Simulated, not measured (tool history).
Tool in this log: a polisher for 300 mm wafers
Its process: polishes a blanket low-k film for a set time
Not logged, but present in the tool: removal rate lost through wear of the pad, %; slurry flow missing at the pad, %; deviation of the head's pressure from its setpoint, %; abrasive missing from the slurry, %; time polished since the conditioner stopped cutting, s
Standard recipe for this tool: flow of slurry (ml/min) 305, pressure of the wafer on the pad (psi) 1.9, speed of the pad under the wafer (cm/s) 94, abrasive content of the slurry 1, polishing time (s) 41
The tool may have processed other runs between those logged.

run	day	flow of slurry (ml/min)	pressure of the wafer on the pad (psi)	speed of the pad under the wafer (cm/s)	abrasive content of the slurry	polishing time (s)	wafers since the last listed run	wafers polished on this pad	hours since the slurry nozzle was cleaned	hours since the head pressure was calibrated	hours since the slurry blender was calibrated	hours since the conditioning disc was replaced	incoming thickness of the incoming film, nm	film removed (Å)
1	0	305	1.9	94	0.9	41	0	1016	109.5	840.6	69.3	105.8	409.9	114
2	2.421	305	1.9	94	1	41	694	1710	167.6	898.7	127.4	163.9	410.4	121
3	4.738	305	1.9	94	1	48	664	2375	223.2	954.3	183	219.5	410.8	141
# day 6.904: conditioning disc replaced and pad reconditioned
# day 8.196: worn pad replaced by a new one
# day 8.525: slurry nozzle cleaned
4	10.638	305	1.9	94	1	41	1609	688	50.7	1095.9	324.6	89.6	404.4	120
5	12.679	305	1.9	94	1	41	585	1274	99.7	1144.9	373.6	138.6	413	119
# day 13.138: slurry blender recalibrated
6	14.583	305	1.9	94	1	41	522	1796	145.4	1190.6	34.7	184.3	417.3	120
7	15.729	305	2.2	94	1	41	328	2125	172.9	1218.1	62.2	211.8	409.7	137
# day 15.912: head pressure recalibrated
8	17.738	305	2.2	94	1	41	552	2677	221.1	43.8	110.4	260	408.1	151
# day 17.967: conditioning disc replaced and pad reconditioned
# day 18.783: worn pad replaced by a new one
9	19.15	305	2.2	94	1	41	333	104	255	77.7	144.3	28.4	405.6	147
10	20.346	240	1.9	94	1	41	343	447	283.7	106.4	173	57.1	405.1	124
# day 21.725: slurry nozzle cleaned
11	22.729	305	1.9	94	0.7	41	671	1119	24.1	163.6	230.2	114.3	419.6	104
12	24.058	305	2.2	94	1	32	381	1501	56	195.5	262.1	146.2	408.3	115
13	26.862	305	2.2	94	1	32	804	2305	123.3	262.8	329.4	213.5	407.2	113
# day 27.742: slurry blender recalibrated
# day 29.683: conditioning disc replaced and pad reconditioned
14	29.746	305	1.9	94	1	41	779	3085	192.5	332	48.1	1.5	415.4	125
# day 30.279: worn pad replaced by a new one
15	31.012	380	1.3	94	1.15	41	315	210	222.9	362.4	78.5	31.9	416.5	92

Run 16 has not been measured yet. What should we expect?
16	32.733	245	1.9	94	0.8	36	493	704	264.2	403.7	119.8	73.2	402.4	?

film removed (Å): 94
Minus the tool's unlogged condition, the same run would have read film removed (Å) 99.
